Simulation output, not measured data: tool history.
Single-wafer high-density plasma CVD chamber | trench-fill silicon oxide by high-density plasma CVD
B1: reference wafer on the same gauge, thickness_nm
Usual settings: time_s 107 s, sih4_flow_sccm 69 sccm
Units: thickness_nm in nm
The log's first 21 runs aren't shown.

Run 22, day 45.696: usual settings but time_s 121 s, sih4_flow_sccm 66 sccm; B1 871.416. Result: thickness_nm 843.455 nm.
Run 23, day 47.438: usual settings; B1 870.97. Result: thickness_nm 779.428 nm.
At day 48.738: silane flow controller replaced.
Run 24, day 48.758: usual settings but time_s 117 s, sih4_flow_sccm 73 sccm; B1 871.591. Result: thickness_nm 848.742 nm.
Run 25, day 51.162: usual settings but sih4_flow_sccm 64 sccm; B1 871.199. Result: thickness_nm 678.292 nm.
Run 26, day 54.104: usual settings but time_s 94 s, sih4_flow_sccm 62 sccm; B1 871.526. Result: thickness_nm 573.751 nm.
Run 27, day 56.929: usual settings but sih4_flow_sccm 74 sccm; B1 870.705. Result: thickness_nm 780.146 nm.
Run 28, day 58.033: usual settings but time_s 94 s, sih4_flow_sccm 78 sccm; B1 869.207. Result: thickness_nm 723.887 nm.
Run 29, day 60.158: usual settings but sih4_flow_sccm 80 sccm; B1 871.112. Result: thickness_nm 845.324 nm.
Run 30, day 61.717: usual settings; B1 870.785. Result: thickness_nm 728.868 nm.
Run 31, day 62.854: usual settings but time_s 125 s, sih4_flow_sccm 57 sccm; B1 870.733. Result: thickness_nm 707.044 nm.
Run 32, day 65.008: usual settings; B1 871.517. Result: thickness_nm 727.086 nm.
Run 33, day 67.45: usual settings but time_s 128 s, sih4_flow_sccm 65 sccm; B1 871.829. Result: thickness_nm 826.241 nm.
Run 34, day 69.296: usual settings; B1 871.342. Result: thickness_nm 732.122 nm.
Run 35, day 71.804: usual settings but time_s 101 s, sih4_flow_sccm 78 sccm; B1 871.377. Result: thickness_nm 781.049 nm.
Run 36, day 74.758: usual settings but time_s 91 s, sih4_flow_sccm 65 sccm; B1 871.932. Result: thickness_nm 584.752 nm.
Run 37, day 77.479: usual settings but time_s 128 s, sih4_flow_sccm 74 sccm; B1 871.719. Result: thickness_nm 938.638 nm.
Run 38, day 79.138: usual settings; B1 871.808. Result: thickness_nm 726.048 nm.
Run 39, day 80.992: usual settings; B1 871.518. Result: thickness_nm 731.762 nm.
Run 40, day 82.608: usual settings but time_s 99 s, sih4_flow_sccm 64 sccm; B1 871.538. Result: thickness_nm 627.944 nm.
Run 41, day 84.342: usual settings; B1 871.676. Result: thickness_nm 732.567 nm.

4 ways to go on from here, each from the tool as it stands after run 41. What would each give?
Run A, day 84.358: usual settings; B1 ?. Result: thickness_nm ?.
Run B, day 84.358: usual settings but sih4_flow_sccm 77 sccm; B1 ?. Result: thickness_nm ?.
Run C, day 84.358: usual settings but time_s 115 s, sih4_flow_sccm 80 sccm; B1 ?. Result: thickness_nm ?.
Run D, day 84.358: usual settings but time_s 121 s, sih4_flow_sccm 64 sccm; B1 ?. Result: thickness_nm ?.

run       B1  thickness_nm
  A  870.133       730.412
  B  870.133       815.098
  C  870.133       910.171
  D  870.133       766.126
Without the tool's hidden state the same runs would have given:
run  thickness_nm
  A       731.994
  B       816.863
  C       912.142
  D       767.786
